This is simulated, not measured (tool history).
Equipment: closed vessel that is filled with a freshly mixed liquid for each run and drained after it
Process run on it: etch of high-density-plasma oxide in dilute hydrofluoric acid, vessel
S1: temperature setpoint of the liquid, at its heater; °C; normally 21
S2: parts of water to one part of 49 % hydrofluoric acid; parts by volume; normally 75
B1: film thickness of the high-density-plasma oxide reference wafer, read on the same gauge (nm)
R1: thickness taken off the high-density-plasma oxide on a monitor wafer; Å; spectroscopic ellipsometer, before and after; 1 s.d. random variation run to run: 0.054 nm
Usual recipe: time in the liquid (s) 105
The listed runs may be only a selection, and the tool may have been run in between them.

{"run": 1, "day": 0.0, "S1": 21, "S2": 100, "time in the liquid (s)": 105, "B1": 90, "R1": 45.1}
{"run": 2, "day": 1.525, "S1": 21, "S2": 100, "time in the liquid (s)": 105, "B1": 90, "R1": 44.1}
{"run": 3, "day": 5.558, "S1": 21, "S2": 75, "time in the liquid (s)": 105, "B1": 90, "R1": 60.5}
{"run": 4, "day": 7.992, "S1": 21, "S2": 75, "time in the liquid (s)": 105, "B1": 89.98, "R1": 61.2}
{"run": 5, "day": 9.854, "S1": 21, "S2": 75, "time in the liquid (s)": 105, "B1": 90.01, "R1": 60.5}
{"run": 6, "day": 13.308, "S1": 23, "S2": 50, "time in the liquid (s)": 105, "B1": 90, "R1": 101.7}
{"run": 7, "day": 15.388, "S1": 23, "S2": 50, "time in the liquid (s)": 105, "B1": 90, "R1": 100.5}
{"run": 8, "day": 24.492, "S1": 21, "S2": 75, "time in the liquid (s)": 105, "B1": 90.01, "R1": 59.9}
{"run": 9, "day": 26.279, "S1": 21, "S2": 75, "time in the liquid (s)": 105, "B1": 90, "R1": 60.3}
{"run": 10, "day": 29.088, "S1": 21, "S2": 75, "time in the liquid (s)": 55, "B1": 89.99, "R1": 33.3}
{"run": 11, "day": 31.975, "S1": 21, "S2": 75, "time in the liquid (s)": 55, "B1": 90, "R1": 33.8}
{"run": 12, "day": 34.167, "S1": 21, "S2": 75, "time in the liquid (s)": 55, "B1": 89.99, "R1": 33.5}
{"run": 13, "day": 36.079, "S1": 21, "S2": 95, "time in the liquid (s)": 105, "B1": 89.99, "R1": 48.8}
{"run": 14, "day": 40.067, "S1": 22, "S2": 75, "time in the liquid (s)": 105, "B1": 90, "R1": 65.4}
{"run": 15, "day": 42.2, "S1": 21, "S2": 85, "time in the liquid (s)": 80, "B1": 90.01, "R1": 42.4}
{"run": 16, "day": 44.25, "S1": 25, "S2": 90, "time in the liquid (s)": 105, "B1": 90.01, "R1": 60.6}
{"run": 17, "day": 56.404, "S1": 17, "S2": 100, "time in the liquid (s)": 105, "B1": 90.02, "R1": 38.5}
{"run": 18, "day": 59.971, "S1": 21, "S2": 75, "time in the liquid (s)": 105, "B1": 90, "R1": 63.4}
{"run": 19, "day": 63.446, "S1": 21, "S2": 60, "time in the liquid (s)": 160, "B1": 90, "R1": 120}
{"run": 20, "day": 66.804, "S1": 21, "S2": 75, "time in the liquid (s)": 105, "B1": 89.98, "R1": 60.9}
{"run": 21, "day": 68.708, "S1": 21, "S2": 105, "time in the liquid (s)": 105, "B1": 89.98, "R1": 42.3}
{"run": 22, "day": 73.179, "S1": 24.5, "S2": 40, "time in the liquid (s)": 145, "B1": 90, "R1": 191.6}
{"run": 23, "day": 75.362, "S1": 21, "S2": 55, "time in the liquid (s)": 105, "B1": 90, "R1": 85.4}
{"run": 24, "day": 79.888, "S1": 24, "S2": 40, "time in the liquid (s)": 45, "B1": 89.99, "R1": 57.9}
{"run": 25, "day": 92.746, "S1": 19.5, "S2": 75, "time in the liquid (s)": 105, "B1": 90, "R1": 60.8}
{"run": 26, "day": 94.979, "S1": 21, "S2": 60, "time in the liquid (s)": 125, "B1": 90.01, "R1": 95.4}
{"run": 27, "day": 98.262, "S1": 23, "S2": 75, "time in the liquid (s)": 105, "B1": 89.98, "R1": 69.1}
{"run": 28, "day": 99.888, "S1": 18, "S2": 50, "time in the liquid (s)": 105, "B1": 90.01, "R1": 86.1}
{"run": 29, "day": 102.575, "S1": 25.5, "S2": 90, "time in the liquid (s)": 105, "B1": 90, "R1": 62}
{"run": 30, "day": 109.729, "S1": 25.5, "S2": 100, "time in the liquid (s)": 105, "B1": 90.02, "R1": 54.4}
{"run": 31, "day": 111.308, "S1": 19.5, "S2": 75, "time in the liquid (s)": 105, "B1": 89.99, "R1": 59.6}
{"run": 32, "day": 115.183, "S1": 21, "S2": 75, "time in the liquid (s)": 105, "B1": 90.01, "R1": 62.6}

Put back what was entered between runs (4 entries, withheld): which listed runs does each sit between, and how does the hidden state differ from the listed run before to the listed run after?
In the gap between runs 9 and 10: thermometer replaced (day 27.396)
  liquid colder than its thermometer reads (K): 1.55 -> 0.0398
  what was measured, less what the result would be without the hidden state, R1: -4 -> -0.1 Å
In the gap between runs 11 and 12: gauge calibrated (day 32.312)
  liquid colder than its thermometer reads (K): 0.101 -> 0.147
  what was measured, less what the result would be without the hidden state, R1: -0.1 -> -0.2 Å
In the gap between runs 20 and 21: hydrofluoric acid flow meter replaced (day 68.388)
  liquid colder than its thermometer reads (K): 0.835 -> 0.876
  what was measured, less what the result would be without the hidden state, R1: -2.1 -> -1.6 Å
In the gap between runs 24 and 25: thermometer replaced (day 89.192)
  liquid colder than its thermometer reads (K): 1.11 -> 0.0798
  what was measured, less what the result would be without the hidden state, R1: -2.8 -> -0.2 Å
